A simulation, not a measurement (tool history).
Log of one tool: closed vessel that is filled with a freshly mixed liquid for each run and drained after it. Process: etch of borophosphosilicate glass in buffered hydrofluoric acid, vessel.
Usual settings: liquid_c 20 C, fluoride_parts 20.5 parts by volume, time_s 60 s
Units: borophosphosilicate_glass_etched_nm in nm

run,hour,liquid_c,fluoride_parts,time_s,"read-back film thickness of the borophosphosilicate glass reference wafer, read on the same gauge (nm)",borophosphosilicate_glass_etched_nm
1,0,20,14.5,60,80.02,49.35
# hour 6.2: gauge calibrated
2,7.4,20,20.5,60,80,36.96
3,20,20,20.5,60,79.99,37.1
4,36.7,20,20.5,60,79.98,36.94
5,48.4,20,20.5,60,80.01,37.09
6,59.7,20,20.5,60,80.02,36.96
7,73,20,20.5,60,80.02,37.11
8,79.7,20,20.5,60,79.99,36.92
9,95.4,20,20.5,60,80.01,36.79
10,101.7,20,20.5,60,79.99,36.83
# hour 105.9: hydrofluoric acid flow meter replaced
11,119.2,18.5,20.5,60,80,37.5
12,134.9,20,20.5,60,80,40.8
# hour 148.1: thermometer replaced
13,149.3,20,20.5,60,80,40.76
14,157.3,20,20.5,60,80.01,40.77
15,172.9,20,20.5,60,80.01,40.61
16,189.9,17,18,35,80,22.36
17,199.1,17,24,35,80,17.93
# hour 205.5: gauge calibrated
18,212.8,17,23.5,35,80.01,18.18
19,223.2,23.5,18,70,80.01,64.61
20,237.9,20,20.5,60,80.03,40.53
21,255.8,25,20.5,70,79.99,61.97
22,270.2,17,17,30,79.99,20.27
23,281.8,20,20.5,70,80.01,47.35

Forecast each of these 4 alternatives for the next run:
A,282.5,20,20.5,60,?,?
B,282.5,21.5,16,50,?,?
C,282.5,24,20.5,30,?,?
D,282.5,24.5,14,75,?,?

run,"read-back film thickness of the borophosphosilicate glass reference wafer, read on the same gauge (nm)",borophosphosilicate_glass_etched_nm
A,79.98,40.69
B,79.98,46.33
C,79.98,25.34
D,79.98,93.35
Without the tool's hidden state the same runs would have given:
run,borophosphosilicate_glass_etched_nm
A,41.55
B,47.73
C,25.88
D,96.16
